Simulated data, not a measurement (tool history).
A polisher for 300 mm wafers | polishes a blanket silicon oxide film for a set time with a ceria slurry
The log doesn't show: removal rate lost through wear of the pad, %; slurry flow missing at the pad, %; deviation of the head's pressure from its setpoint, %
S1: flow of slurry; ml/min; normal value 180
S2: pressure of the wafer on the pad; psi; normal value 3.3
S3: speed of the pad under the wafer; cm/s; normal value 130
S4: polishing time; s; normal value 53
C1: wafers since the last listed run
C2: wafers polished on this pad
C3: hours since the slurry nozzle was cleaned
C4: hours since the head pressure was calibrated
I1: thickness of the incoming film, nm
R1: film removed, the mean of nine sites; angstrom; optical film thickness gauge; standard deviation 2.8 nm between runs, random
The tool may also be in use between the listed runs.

run 1 hour=0 | S1=210 S2=3.3 S3=130 S4=53 | C1=0 C2=536 C3=141.5 C4=1053 | I1=928.3 | R1=2594
run 2 hour=15.7 | S1=210 S2=3.3 S3=130 S4=53 | C1=122 C2=658 C3=157.2 C4=1068.7 | I1=915.8 | R1=2610
-- hour=35.3 worn pad replaced by a new one
run 3 hour=93.7 | S1=180 S2=3.3 S3=130 S4=53 | C1=575 C2=454 C3=235.2 C4=1146.7 | I1=896.7 | R1=2536
-- hour=162.3 worn pad replaced by a new one
run 4 hour=201.6 | S1=180 S2=3.3 S3=130 S4=53 | C1=807 C2=305 C3=343.1 C4=1254.6 | I1=900.3 | R1=2552
run 5 hour=225.5 | S1=180 S2=3.9 S3=130 S4=63 | C1=185 C2=491 C3=367 C4=1278.5 | I1=909.6 | R1=3546
run 6 hour=260 | S1=180 S2=3.9 S3=130 S4=63 | C1=268 C2=759 C3=401.5 C4=1313 | I1=891.1 | R1=3566
run 7 hour=273.2 | S1=180 S2=3.3 S3=130 S4=53 | C1=102 C2=861 C3=414.7 C4=1326.2 | I1=916.8 | R1=2597
-- hour=297 worn pad replaced by a new one
-- hour=313 head pressure recalibrated
-- hour=322.2 slurry nozzle cleaned
run 8 hour=331.8 | S1=180 S2=3.3 S3=130 S4=66 | C1=401 C2=247 C3=9.6 C4=18.8 | I1=913.4 | R1=3529
run 9 hour=354 | S1=205 S2=3.8 S3=96 S4=37 | C1=172 C2=420 C3=31.8 C4=41 | I1=905.9 | R1=1683
run 10 hour=379.4 | S1=180 S2=3.3 S3=130 S4=53 | C1=197 C2=617 C3=57.2 C4=66.4 | I1=908.5 | R1=2795
run 11 hour=403.1 | S1=205 S2=3.8 S3=96 S4=37 | C1=184 C2=801 C3=80.9 C4=90.1 | I1=921.1 | R1=1639
-- hour=408.9 worn pad replaced by a new one
run 12 hour=434.6 | S1=180 S2=4.3 S3=174 S4=60 | C1=213 C2=200 C3=112.4 C4=121.6 | I1=917.8 | R1=5438
run 13 hour=465.4 | S1=180 S2=3.3 S3=130 S4=40 | C1=239 C2=439 C3=143.2 C4=152.4 | I1=900.1 | R1=2039
run 14 hour=491.6 | S1=180 S2=3.3 S3=108 S4=53 | C1=203 C2=643 C3=169.4 C4=178.6 | I1=906.7 | R1=2235
-- hour=516 worn pad replaced by a new one
run 15 hour=523.8 | S1=140 S2=2.4 S3=142 S4=53 | C1=219 C2=60 C3=201.6 C4=210.8 | I1=903.9 | R1=2100
run 16 hour=539.8 | S1=140 S2=2.4 S3=142 S4=53 | C1=124 C2=185 C3=217.6 C4=226.8 | I1=903.4 | R1=2106

Here are 5 independent what-if runs from the current tool condition. What would each one return?
run A hour=540.2 | S1=180 S2=3.3 S3=130 S4=53 | C1=3 C2=188 C3=218 C4=227.2 | I1=915.6 | R1=?
run B hour=540.2 | S1=150 S2=3.3 S3=130 S4=53 | C1=3 C2=188 C3=218 C4=227.2 | I1=915.6 | R1=?
run C hour=540.2 | S1=180 S2=3.8 S3=150 S4=40 | C1=3 C2=188 C3=218 C4=227.2 | I1=915.6 | R1=?
run D hour=540.2 | S1=180 S2=3.3 S3=114 S4=53 | C1=3 C2=188 C3=218 C4=227.2 | I1=915.6 | R1=?
run E hour=540.2 | S1=180 S2=3.3 S3=88 S4=63 | C1=3 C2=188 C3=218 C4=227.2 | I1=915.6 | R1=?

run=A R1=2678
run=B R1=2624
run=C R1=2685
run=D R1=2348
run=E R1=2155
Had the tool no hidden state, the same runs would have come out as:
run=A R1=2835
run=B R1=2778
run=C R1=2843
run=D R1=2486
run=E R1=2281
